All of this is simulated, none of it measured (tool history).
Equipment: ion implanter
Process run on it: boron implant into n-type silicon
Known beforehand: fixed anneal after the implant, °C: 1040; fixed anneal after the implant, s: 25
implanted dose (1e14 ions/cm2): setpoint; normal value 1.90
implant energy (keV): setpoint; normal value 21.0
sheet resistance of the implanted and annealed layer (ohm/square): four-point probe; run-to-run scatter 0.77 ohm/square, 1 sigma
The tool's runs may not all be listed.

run,hour,implanted dose (1e14 ions/cm2),implant energy (keV),"read-back reference wafer on the same gauge, sheet resistance",sheet resistance of the implanted and annealed layer (ohm/square)
1,0.0,1.90,23.0,419.86,381.88
2,93.9,1.90,21.0,420.03,386.97
3,173.3,1.90,21.0,419.95,387.28
4,256.4,1.90,21.0,419.80,387.10
5,352.3,1.90,21.0,420.08,387.23
6,397.2,1.90,21.0,419.60,387.42
7,489.0,1.70,21.0,419.72,425.72
8,567.9,1.70,21.0,419.70,426.02
9,643.8,2.14,23.0,419.81,348.03
10,748.8,2.38,28.0,420.17,315.94
11,806.0,2.44,21.0,419.87,319.44
12,859.1,2.23,21.0,420.01,344.58
13,953.0,1.63,17.0,420.06,456.63
14,1267.5,1.90,21.0,420.12,382.45
15,1356.9,1.90,21.0,419.92,384.57
16,1415.4,1.90,21.0,420.02,383.72
17,1488.1,1.66,16.0,419.82,446.35

Not shown here: 4 entries made in the log between runs. Locate each between two listed runs and compare the hidden state at the listed run before it with the hidden state at the listed run after it:
Between runs 8 and 9: extraction supply calibrated (hour 578.1)
  deviation of the true dose from the Faraday cup's reading, %: -1.55 -> -1.62
  difference, measured minus the result without the unlogged condition, sheet resistance of the implanted and annealed layer (ohm/square): +5.32 -> +4.60
Between runs 9 and 10: Faraday cup replaced and dose calibrated (hour 682.0)
  deviation of the true dose from the Faraday cup's reading, %: -1.62 -> -2.88
  difference, measured minus the result without the unlogged condition, sheet resistance of the implanted and annealed layer (ohm/square): +4.60 -> +7.35
Between runs 13 and 14: gauge calibrated (hour 1004.7); Faraday cup replaced and dose calibrated, repeated, since the last time left the tool worse (hour 1022.2)
  deviation of the true dose from the Faraday cup's reading, %: -3.08 -> -0.216
  difference, measured minus the result without the unlogged condition, sheet resistance of the implanted and annealed layer (ohm/square): +11.53 -> +0.67

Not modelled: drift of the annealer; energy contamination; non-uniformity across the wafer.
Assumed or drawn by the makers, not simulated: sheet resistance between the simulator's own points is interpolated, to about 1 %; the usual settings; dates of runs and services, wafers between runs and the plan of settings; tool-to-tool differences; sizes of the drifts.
